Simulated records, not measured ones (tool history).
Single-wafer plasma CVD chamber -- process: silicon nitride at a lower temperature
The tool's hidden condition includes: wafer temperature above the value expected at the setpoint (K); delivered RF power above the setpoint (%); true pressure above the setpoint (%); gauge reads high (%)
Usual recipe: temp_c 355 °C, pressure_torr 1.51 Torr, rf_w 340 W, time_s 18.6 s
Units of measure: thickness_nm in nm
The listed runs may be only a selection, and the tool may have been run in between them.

run	hour	temp_c	pressure_torr	rf_w	time_s	wafers since the last listed run	hours since the last thermocouple change	hours since the last RF generator calibration	hours since the last manometer calibration	hours since the showerhead was replaced	hours since the gauge calibration	read-back reference wafer on the same gauge, thickness_nm	thickness_nm
1	0.0	355	1.51	340	18.6	0	3.1	1398.0	1314.3	5037.1	1434.8	26.034	23.273
2	36.1	355	1.51	340	18.6	1207	39.2	1434.1	1350.4	5073.2	1470.9	25.961	23.440
3	83.0	355	1.51	340	18.6	1569	86.1	1481.0	1397.3	5120.1	1517.8	26.004	23.292
4	234.6	355	1.51	340	18.6	5072	237.7	1632.6	1548.9	5271.7	1669.4	26.037	23.230
5	286.6	355	1.51	340	18.6	1739	289.7	1684.6	1600.9	5323.7	1721.4	25.984	23.492
# hour 332.6: capacitance manometer re-zeroed and calibrated
6	345.7	355	1.51	340	16.2	1709	348.8	1743.7	13.1	5382.8	1780.5	25.942	20.192
7	398.6	355	1.71	400	18.6	1770	401.7	1796.6	66.0	5435.7	1833.4	25.982	26.656
8	448.5	355	1.85	340	18.6	1669	451.6	1846.5	115.9	5485.6	1883.3	26.002	24.446
9	488.9	346	1.30	405	21.7	1351	492.0	1886.9	156.3	5526.0	1923.7	26.022	29.968
10	527.3	360	1.66	385	17.6	1284	530.4	1925.3	194.7	5564.4	1962.1	26.044	24.638
11	582.8	355	1.51	340	18.6	1857	585.9	1980.8	250.2	5619.9	2017.6	26.026	23.336
12	638.8	345	1.38	365	21.4	1873	641.9	2036.8	306.2	5675.9	2073.6	25.978	27.588
13	674.9	355	1.37	405	18.6	1207	678.0	2072.9	342.3	5712.0	2109.7	25.999	25.559
# hour 727.3: gauge calibrated
14	739.2	369	1.33	365	20.6	2151	742.3	2137.2	406.6	5776.3	11.9	26.017	25.987
15	774.9	355	1.22	340	20.6	1194	778.0	2172.9	442.3	5812.0	47.6	25.998	24.533
16	838.7	366	1.16	340	18.6	2134	841.8	2236.7	506.1	5875.8	111.4	26.017	21.723
# hour 873.4: showerhead replaced
17	904.0	355	1.41	340	19.5	1917	907.1	2302.0	571.4	30.6	176.7	25.992	23.904
# hour 914.5: RF generator calibrated
18	966.4	355	1.51	340	18.6	1820	969.5	51.9	633.8	93.0	239.1	26.008	23.844
19	1024.1	363	1.23	340	15.5	1930	1027.2	109.6	691.5	150.7	296.8	25.961	18.982
20	1055.9	355	1.51	340	18.6	1064	1059.0	141.4	723.3	182.5	328.6	25.972	23.916
21	1112.3	355	1.51	395	18.6	1887	1115.4	197.8	779.7	238.9	385.0	25.997	26.754
22	1150.3	360	1.51	340	18.6	1271	1153.4	235.8	817.7	276.9	423.0	25.972	23.945
23	1202.1	368	1.29	340	15.4	1733	1205.2	287.6	869.5	328.7	474.8	25.988	18.993
24	1272.8	348	1.34	320	18.6	2365	1275.9	358.3	940.2	399.4	545.5	25.975	22.190
25	1306.3	350	1.67	310	18.6	1120	1309.4	391.8	973.7	432.9	579.0	26.044	22.609
26	1376.1	348	1.35	360	20.3	2335	1379.2	461.6	1043.5	502.7	648.8	25.972	26.345
27	1401.5	344	1.51	385	17.1	849	1404.6	487.0	1068.9	528.1	674.2	25.980	24.031
28	1471.7	355	1.51	340	18.6	2348	1474.8	557.2	1139.1	598.3	744.4	26.003	23.575

What was the tool's hidden state at every run in the log?
wafer temperature above the value expected at the setpoint (K): 0 on each run
true pressure above the setpoint (%): 0 on each run
gauge reads high (%): 0 on each run
H1: delivered RF power above the setpoint (%)
run	H1
1	-3.53
2	-3.6
3	-3.69
4	-3.98
5	-4.08
6	-4.2
7	-4.3
8	-4.4
9	-4.47
10	-4.55
11	-4.66
12	-4.76
13	-4.83
14	-4.96
15	-5.03
16	-5.15
17	-5.28
18	-0.907
19	-1.02
20	-1.08
21	-1.19
22	-1.26
23	-1.36
24	-1.5
25	-1.56
26	-1.7
27	-1.75
28	-1.88

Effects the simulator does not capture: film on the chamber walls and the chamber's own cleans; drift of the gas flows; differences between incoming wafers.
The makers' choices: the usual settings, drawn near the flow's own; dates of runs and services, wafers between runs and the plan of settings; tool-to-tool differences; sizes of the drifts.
